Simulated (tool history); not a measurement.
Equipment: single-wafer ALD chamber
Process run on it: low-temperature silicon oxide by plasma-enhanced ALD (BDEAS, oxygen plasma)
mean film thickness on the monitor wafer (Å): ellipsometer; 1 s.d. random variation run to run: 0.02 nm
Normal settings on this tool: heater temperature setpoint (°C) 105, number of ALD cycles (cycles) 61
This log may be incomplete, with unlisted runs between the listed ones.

run,hour,heater temperature setpoint (°C),number of ALD cycles (cycles),"read-back reference wafer on the same gauge, thickness_nm",mean film thickness on the monitor wafer (Å)
1,0.0,105,68,6.627,89.56
2,78.0,105,61,6.626,80.69
3,111.0,105,61,6.632,80.35
4,139.0,105,61,6.631,80.30
5,160.3,105,61,6.626,80.62
6,179.2,105,61,6.632,80.48
7,193.6,116,65,6.626,83.78
8,219.8,105,61,6.635,80.37
9,238.7,105,61,6.631,80.36
10,268.7,105,61,6.626,80.46
11,304.0,91,61,6.628,84.03
12,323.2,91,57,6.623,78.79
13,353.0,105,50,6.631,66.00
14,372.9,109,68,6.627,88.96
15,391.3,115,57,6.631,73.62
16,422.1,105,50,6.624,65.62
17,450.4,94,53,6.630,72.36
18,477.9,115,53,6.631,68.66
19,497.3,105,61,6.633,80.26
20,516.1,119,71,6.626,90.57

Withheld: 2 entries from between the runs. Position of each, and hidden state at the listed run before versus the listed run after:
After run 10, before run 11: gauge calibrated (hour 287.7)
  the hidden state is the same at both runs
After run 12, before run 13: thermocouple changed; heater temperature recalibrated (hour 344.5)
  the hidden state is the same at both runs

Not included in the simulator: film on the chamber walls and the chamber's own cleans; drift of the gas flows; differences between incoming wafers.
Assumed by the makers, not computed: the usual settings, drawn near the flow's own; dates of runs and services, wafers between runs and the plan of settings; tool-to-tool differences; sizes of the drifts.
